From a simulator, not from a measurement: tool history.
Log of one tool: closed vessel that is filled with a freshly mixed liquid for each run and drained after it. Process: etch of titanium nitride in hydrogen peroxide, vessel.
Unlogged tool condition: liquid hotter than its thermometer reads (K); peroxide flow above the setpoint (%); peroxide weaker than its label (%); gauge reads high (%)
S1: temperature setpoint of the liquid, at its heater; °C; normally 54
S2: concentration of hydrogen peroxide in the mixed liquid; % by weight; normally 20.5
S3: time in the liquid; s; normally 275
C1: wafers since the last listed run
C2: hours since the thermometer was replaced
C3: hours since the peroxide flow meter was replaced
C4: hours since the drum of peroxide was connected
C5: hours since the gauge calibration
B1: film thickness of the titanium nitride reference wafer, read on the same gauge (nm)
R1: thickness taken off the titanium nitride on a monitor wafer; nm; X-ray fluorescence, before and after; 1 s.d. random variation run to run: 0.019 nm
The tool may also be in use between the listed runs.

run 1 hour=0.0 | S1=54 S2=20.5 S3=275 | C1=0 C2=675.0 C3=1393.9 C4=669.0 C5=66.5 | B1=60.02 | R1=9.42
run 2 hour=18.6 | S1=54 S2=20.5 S3=275 | C1=998 C2=693.6 C3=1412.5 C4=687.6 C5=85.1 | B1=60.01 | R1=9.43
run 3 hour=36.6 | S1=54 S2=20.5 S3=275 | C1=966 C2=711.6 C3=1430.5 C4=705.6 C5=103.1 | B1=59.99 | R1=9.41
run 4 hour=51.6 | S1=54 S2=20.5 S3=275 | C1=805 C2=726.6 C3=1445.5 C4=720.6 C5=118.1 | B1=60.00 | R1=9.42
run 5 hour=111.7 | S1=54 S2=20.5 S3=275 | C1=3227 C2=786.7 C3=1505.6 C4=780.7 C5=178.2 | B1=60.01 | R1=9.46
run 6 hour=141.4 | S1=54 S2=20.5 S3=275 | C1=1594 C2=816.4 C3=1535.3 C4=810.4 C5=207.9 | B1=60.00 | R1=9.48
-- hour=199.2 peroxide flow meter replaced
run 7 hour=209.1 | S1=54 S2=20.5 S3=400 | C1=3581 C2=884.1 C3=9.9 C4=878.1 C5=275.6 | B1=60.00 | R1=13.46
-- hour=265.6 new drum of peroxide connected
run 8 hour=291.6 | S1=54 S2=20.5 S3=400 | C1=4376 C2=966.6 C3=92.4 C4=26.0 C5=358.1 | B1=60.01 | R1=13.53

For run 9, what comes out?
-- hour=301.4 thermometer replaced
run 9 hour=308.3 | S1=54 S2=20.5 S3=275 | C1=843 C2=6.9 C3=109.1 C4=42.7 C5=374.8 | B1=? | R1=?

B1: 60.00
R1: 8.96 nm
Without the tool's hidden state the same run would have given R1 8.92 nm.
